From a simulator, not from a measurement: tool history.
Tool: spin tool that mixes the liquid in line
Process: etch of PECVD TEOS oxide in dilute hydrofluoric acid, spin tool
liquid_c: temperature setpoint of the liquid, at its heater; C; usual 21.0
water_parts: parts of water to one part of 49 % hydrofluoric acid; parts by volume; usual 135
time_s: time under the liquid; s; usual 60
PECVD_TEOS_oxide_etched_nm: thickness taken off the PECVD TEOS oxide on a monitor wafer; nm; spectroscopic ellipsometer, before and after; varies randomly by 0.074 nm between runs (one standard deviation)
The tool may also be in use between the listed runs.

run     day  liquid_c  water_parts  time_s  read-back film thickness of the PECVD TEOS oxide reference wafer, read on the same gauge (nm)  PECVD_TEOS_oxide_etched_nm
  1   0.000      21.0          135      60                                                                                          50.00                       10.02
  2   3.625      21.0          135      60                                                                                          49.99                        9.87
  3   5.896      21.0          135      45                                                                                          50.01                        7.40
  4   7.817      21.0          135      60                                                                                          50.00                        9.91
  5   8.858      21.0          135      60                                                                                          50.00                        9.84
  6   9.988      21.0          135      60                                                                                          50.00                        9.89
  7  11.062      21.0          135      60                                                                                          50.01                        9.94
  8  13.058      21.0          135      35                                                                                          49.99                        5.72
  9  15.938      21.0          135      35                                                                                          49.98                        5.70
 10  17.004      17.5          135      60                                                                                          49.98                        8.56
 11  18.858      21.0          135      40                                                                                          49.99                        6.48
 12  20.121      21.0          135      60                                                                                          50.00                        9.67
     21.008  -- gauge calibrated
 13  21.917      21.0          135      60                                                                                          50.00                        9.61
 14  23.358      21.0          135      60                                                                                          50.00                        9.71
 15  25.021      21.0          135      60                                                                                          50.01                        9.64
 16  27.667      21.0          135      60                                                                                          50.02                        9.71
 17  28.971      21.0          180      60                                                                                          49.99                        6.77
 18  30.675      21.0          135      60                                                                                          50.00                        9.53
 19  32.350      17.0          165      60                                                                                          50.00                        6.40
 20  34.658      25.0           80      90                                                                                          49.98                       30.56
 21  35.688      17.5          165      45                                                                                          49.99                        4.95
 22  38.658      17.0          135      60                                                                                          50.00                        7.99
     39.975  -- thermometer replaced
 23  41.042      17.0           85      75                                                                                          50.00                       16.96
 24  43.200      21.0          135      60                                                                                          49.99                        9.36
 25  45.204      21.0          195      60                                                                                          50.01                        5.98
 26  47.792      23.5          110      60                                                                                          50.00                       12.98
 27  49.496      21.0          200      35                                                                                          49.98                        3.40
     49.579  -- hydrofluoric acid flow meter replaced
 28  51.500      17.0           70      30                                                                                          50.00                        9.42
 29  53.562      21.0          135      60                                                                                          50.02                       10.75
 30  55.758      21.0          135      60                                                                                          49.98                       10.80
     56.262  -- gauge calibrated
 31  60.317      23.5          135      75                                                                                          50.01                       14.63
 32  62.925      22.5          135      60                                                                                          49.99                       11.25

For each run, what was the tool's unlogged condition?
liquid colder than its thermometer reads (K): 0 at every run
gauge reads high (%): 0 at every run
H1: hydrofluoric acid flow below the setpoint (%)
run     H1
  1   6.53
  2   6.96
  3   7.23
  4   7.45
  5   7.58
  6   7.71
  7   7.84
  8   8.07
  9   8.41
 10   8.54
 11   8.75
 12    8.9
 13   9.12
 14   9.28
 15   9.48
 16   9.79
 17   9.95
 18   10.1
 19   10.3
 20   10.6
 21   10.7
 22   11.1
 23   11.4
 24   11.6
 25   11.9
 26   12.2
 27   12.4
 28   0.48
 29  0.723
 30  0.982
 31   1.52
 32   1.83
